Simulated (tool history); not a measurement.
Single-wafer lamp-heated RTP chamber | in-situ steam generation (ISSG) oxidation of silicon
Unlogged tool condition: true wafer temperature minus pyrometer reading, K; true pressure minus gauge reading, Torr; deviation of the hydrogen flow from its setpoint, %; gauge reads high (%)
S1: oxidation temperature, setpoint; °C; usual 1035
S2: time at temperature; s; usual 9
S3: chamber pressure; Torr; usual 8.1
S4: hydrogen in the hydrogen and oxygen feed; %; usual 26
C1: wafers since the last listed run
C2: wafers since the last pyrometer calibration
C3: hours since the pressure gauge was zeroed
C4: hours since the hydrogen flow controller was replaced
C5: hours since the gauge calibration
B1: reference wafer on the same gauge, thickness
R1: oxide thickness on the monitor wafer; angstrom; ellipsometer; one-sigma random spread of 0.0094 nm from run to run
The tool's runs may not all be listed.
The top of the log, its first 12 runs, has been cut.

{"hour": 217.7, "done": "hydrogen flow controller replaced"}
{"run": 13, "hour": 218.2, "S1": 1035, "S2": 9, "S3": 8.1, "S4": 26, "C1": 83, "C2": 4751, "C3": 3587.9, "C4": 0.5, "C5": 355.9, "B1": 4.283, "R1": 47.43}
{"run": 14, "hour": 222.6, "S1": 1035, "S2": 9, "S3": 8.1, "S4": 26, "C1": 33, "C2": 4785, "C3": 3592.3, "C4": 4.9, "C5": 360.3, "B1": 4.279, "R1": 47.44}
{"run": 15, "hour": 235.5, "S1": 1035, "S2": 9, "S3": 8.1, "S4": 26, "C1": 98, "C2": 4883, "C3": 3605.2, "C4": 17.8, "C5": 373.2, "B1": 4.281, "R1": 47.67}
{"hour": 246.3, "done": "pyrometer window cleaned and pyrometer calibrated"}
{"run": 16, "hour": 246.8, "S1": 1035, "S2": 9, "S3": 8.1, "S4": 26, "C1": 25, "C2": 3, "C3": 3616.5, "C4": 29.1, "C5": 384.5, "B1": 4.279, "R1": 46.94}
{"run": 17, "hour": 260.1, "S1": 1017, "S2": 7, "S3": 8.8, "S4": 20, "C1": 101, "C2": 105, "C3": 3629.8, "C4": 42.4, "C5": 397.8, "B1": 4.28, "R1": 36.45}
{"run": 18, "hour": 268.5, "S1": 1035, "S2": 9, "S3": 8.1, "S4": 26, "C1": 64, "C2": 169, "C3": 3638.2, "C4": 50.8, "C5": 406.2, "B1": 4.28, "R1": 46.87}
{"hour": 276.4, "done": "gauge calibrated"}
{"run": 19, "hour": 284.1, "S1": 1021, "S2": 9, "S3": 8.1, "S4": 26, "C1": 119, "C2": 288, "C3": 3653.8, "C4": 66.4, "C5": 7.7, "B1": 4.28, "R1": 44.37}
{"hour": 298.4, "done": "pressure gauge zeroed"}
{"run": 20, "hour": 298.9, "S1": 1035, "S2": 12, "S3": 8.1, "S4": 26, "C1": 51, "C2": 340, "C3": 0.5, "C4": 81.2, "C5": 22.5, "B1": 4.279, "R1": 53.71}
{"run": 21, "hour": 308.8, "S1": 1030, "S2": 12, "S3": 8.1, "S4": 26, "C1": 75, "C2": 416, "C3": 10.4, "C4": 91.1, "C5": 32.4, "B1": 4.281, "R1": 52.45}
{"run": 22, "hour": 316.4, "S1": 1035, "S2": 12, "S3": 8.8, "S4": 26, "C1": 58, "C2": 474, "C3": 18.0, "C4": 98.7, "C5": 40.0, "B1": 4.279, "R1": 53.33}
{"run": 23, "hour": 329.0, "S1": 1051, "S2": 7, "S3": 8.1, "S4": 26, "C1": 96, "C2": 570, "C3": 30.6, "C4": 111.3, "C5": 52.6, "B1": 4.281, "R1": 44.75}
{"run": 24, "hour": 340.9, "S1": 1049, "S2": 9, "S3": 7.2, "S4": 17, "C1": 90, "C2": 661, "C3": 42.5, "C4": 123.2, "C5": 64.5, "B1": 4.278, "R1": 44.6}
{"run": 25, "hour": 349.1, "S1": 1035, "S2": 9, "S3": 8.1, "S4": 20, "C1": 62, "C2": 723, "C3": 50.7, "C4": 131.4, "C5": 72.7, "B1": 4.277, "R1": 43.88}
{"run": 26, "hour": 365.7, "S1": 1019, "S2": 6, "S3": 8.1, "S4": 26, "C1": 126, "C2": 850, "C3": 67.3, "C4": 148.0, "C5": 89.3, "B1": 4.28, "R1": 37.26}
{"run": 27, "hour": 372.9, "S1": 1030, "S2": 13, "S3": 8.1, "S4": 18, "C1": 54, "C2": 905, "C3": 74.5, "C4": 155.2, "C5": 96.5, "B1": 4.281, "R1": 49.73}
{"run": 28, "hour": 387.3, "S1": 1049, "S2": 6, "S3": 8.9, "S4": 32, "C1": 109, "C2": 1015, "C3": 88.9, "C4": 169.6, "C5": 110.9, "B1": 4.28, "R1": 43.68}
{"run": 29, "hour": 394.5, "S1": 1044, "S2": 7, "S3": 8.1, "S4": 20, "C1": 54, "C2": 1070, "C3": 96.1, "C4": 176.8, "C5": 118.1, "B1": 4.281, "R1": 40.58}
{"run": 30, "hour": 402.6, "S1": 1035, "S2": 9, "S3": 9.6, "S4": 30, "C1": 61, "C2": 1132, "C3": 104.2, "C4": 184.9, "C5": 126.2, "B1": 4.281, "R1": 47.94}

5 options for the next run, each taken on its own from the tool as it stands now. Forecast them:
{"run": "A", "hour": 403.0, "S1": 1035, "S2": 9, "S3": 8.1, "S4": 16, "C1": 3, "C2": 1135, "C3": 104.6, "C4": 185.3, "C5": 126.6, "B1": "?", "R1": "?"}
{"run": "B", "hour": 403.0, "S1": 1054, "S2": 9, "S3": 8.1, "S4": 26, "C1": 3, "C2": 1135, "C3": 104.6, "C4": 185.3, "C5": 126.6, "B1": "?", "R1": "?"}
{"run": "C", "hour": 403.0, "S1": 1046, "S2": 10, "S3": 9.1, "S4": 26, "C1": 3, "C2": 1135, "C3": 104.6, "C4": 185.3, "C5": 126.6, "B1": "?", "R1": "?"}
{"run": "D", "hour": 403.0, "S1": 1035, "S2": 12, "S3": 8.7, "S4": 31, "C1": 3, "C2": 1135, "C3": 104.6, "C4": 185.3, "C5": 126.6, "B1": "?", "R1": "?"}
{"run": "E", "hour": 403.0, "S1": 1035, "S2": 9, "S3": 7.4, "S4": 23, "C1": 3, "C2": 1135, "C3": 104.6, "C4": 185.3, "C5": 126.6, "B1": "?", "R1": "?"}

run=A B1=4.281 R1=41.72
run=B B1=4.281 R1=51.39
run=C B1=4.281 R1=51.50
run=D B1=4.281 R1=56.34
run=E B1=4.281 R1=45.80
The same runs, with their run-to-run variation unchanged, on a tool lacking any hidden condition would have given:
run=A R1=41.36
run=B R1=50.89
run=C R1=51.01
run=D R1=55.80
run=E R1=45.41

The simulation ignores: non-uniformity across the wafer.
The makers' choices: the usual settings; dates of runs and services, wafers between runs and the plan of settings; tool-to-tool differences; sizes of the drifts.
